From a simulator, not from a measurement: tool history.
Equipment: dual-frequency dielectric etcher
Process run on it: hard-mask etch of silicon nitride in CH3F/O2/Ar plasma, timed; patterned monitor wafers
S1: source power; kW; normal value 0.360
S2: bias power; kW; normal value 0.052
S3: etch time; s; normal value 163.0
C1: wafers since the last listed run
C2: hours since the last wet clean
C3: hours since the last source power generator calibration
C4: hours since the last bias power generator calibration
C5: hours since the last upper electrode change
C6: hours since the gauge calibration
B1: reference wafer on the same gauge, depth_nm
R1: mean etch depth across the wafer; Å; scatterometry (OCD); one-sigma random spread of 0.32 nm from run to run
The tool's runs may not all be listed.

Run 1, hour 0.0: usual settings; C1 0; C2 457.9; C3 1847.5; C4 4172.7; C5 5212.7; C6 648.1; B1 102.1. Result: R1 1084 Å.
Run 2, hour 27.9: usual settings; C1 182; C2 485.8; C3 1875.4; C4 4200.6; C5 5240.6; C6 676.0; B1 102.0. Result: R1 1085 Å.
Run 3, hour 55.2: usual settings; C1 178; C2 513.1; C3 1902.7; C4 4227.9; C5 5267.9; C6 703.3; B1 102.0. Result: R1 1082 Å.
Run 4, hour 88.4: usual settings; C1 216; C2 546.3; C3 1935.9; C4 4261.1; C5 5301.1; C6 736.5; B1 102.0. Result: R1 1087 Å.
At hour 109.4: gauge calibrated.
At hour 117.4: wet clean of the chamber.
Run 5, hour 123.5: usual settings; C1 72; C2 6.1; C3 1971.0; C4 4296.2; C5 5336.2; C6 14.1; B1 102.0. Result: R1 1066 Å.
Run 6, hour 148.0: usual settings; C1 159; C2 30.6; C3 1995.5; C4 4320.7; C5 5360.7; C6 38.6; B1 102.0. Result: R1 1066 Å.
At hour 181.5: bias power generator calibrated.
Run 7, hour 182.0: usual settings but S1 0.340 kW; C1 195; C2 64.6; C3 2029.5; C4 0.5; C5 5394.7; C6 72.6; B1 102.0. Result: R1 1053 Å.
Run 8, hour 203.4: usual settings but S1 0.340 kW; C1 139; C2 86.0; C3 2050.9; C4 21.9; C5 5416.1; C6 94.0; B1 102.0. Result: R1 1052 Å.
Run 9, hour 221.4: usual settings but S1 0.340 kW; C1 117; C2 104.0; C3 2068.9; C4 39.9; C5 5434.1; C6 112.0; B1 102.1. Result: R1 1053 Å.
Run 10, hour 242.3: usual settings; C1 136; C2 124.9; C3 2089.8; C4 60.8; C5 5455.0; C6 132.9; B1 102.0. Result: R1 1072 Å.
Run 11, hour 268.4: usual settings but S1 0.310 kW, S2 0.043 kW, S3 139.5 s; C1 170; C2 151.0; C3 2115.9; C4 86.9; C5 5481.1; C6 159.0; B1 102.1. Result: R1 793 Å.
Run 12, hour 282.7: usual settings but S1 0.400 kW, S2 0.043 kW, S3 141.5 s; C1 93; C2 165.3; C3 2130.2; C4 101.2; C5 5495.4; C6 173.3; B1 102.0. Result: R1 872 Å.
Run 13, hour 302.3: usual settings; C1 127; C2 184.9; C3 2149.8; C4 120.8; C5 5515.0; C6 192.9; B1 102.0. Result: R1 1078 Å.
Run 14, hour 331.6: usual settings; C1 191; C2 214.2; C3 2179.1; C4 150.1; C5 5544.3; C6 222.2; B1 102.0. Result: R1 1078 Å.
Run 15, hour 352.7: usual settings but S1 0.410 kW, S2 0.044 kW; C1 137; C2 235.3; C3 2200.2; C4 171.2; C5 5565.4; C6 243.3; B1 102.0. Result: R1 1026 Å.
At hour 361.6: source power generator calibrated.
Run 16, hour 367.3: usual settings but S2 0.056 kW; C1 69; C2 249.9; C3 5.7; C4 185.8; C5 5580.0; C6 257.9; B1 102.0. Result: R1 1120 Å.
Run 17, hour 387.0: usual settings but S1 0.410 kW, S2 0.045 kW, S3 124.0 s; C1 128; C2 269.6; C3 25.4; C4 205.5; C5 5599.7; C6 277.6; B1 102.0. Result: R1 796 Å.
At hour 424.0: upper electrode replaced, of another model than before.
Run 18, hour 424.5: usual settings but S1 0.290 kW, S3 184.5 s; C1 88; C2 307.1; C3 62.9; C4 243.0; C5 0.5; C6 315.1; B1 102.0. Result: R1 1178 Å.
Run 19, hour 434.5: usual settings but S1 0.330 kW, S2 0.049 kW, S3 206.0 s; C1 65; C2 317.1; C3 72.9; C4 253.0; C5 10.5; C6 325.1; B1 101.9. Result: R1 1283 Å.

What does the tool deliver on the next run?
Run 20, hour 449.1: usual settings but S1 0.410 kW, S3 128.5 s; C1 95; C2 331.7; C3 87.5; C4 267.6; C5 25.1; C6 339.7; B1 ?. Result: R1 ?.

B1: 102.0
R1: 874 Å
Minus the tool's unlogged condition, the same run would have read R1 861 Å.

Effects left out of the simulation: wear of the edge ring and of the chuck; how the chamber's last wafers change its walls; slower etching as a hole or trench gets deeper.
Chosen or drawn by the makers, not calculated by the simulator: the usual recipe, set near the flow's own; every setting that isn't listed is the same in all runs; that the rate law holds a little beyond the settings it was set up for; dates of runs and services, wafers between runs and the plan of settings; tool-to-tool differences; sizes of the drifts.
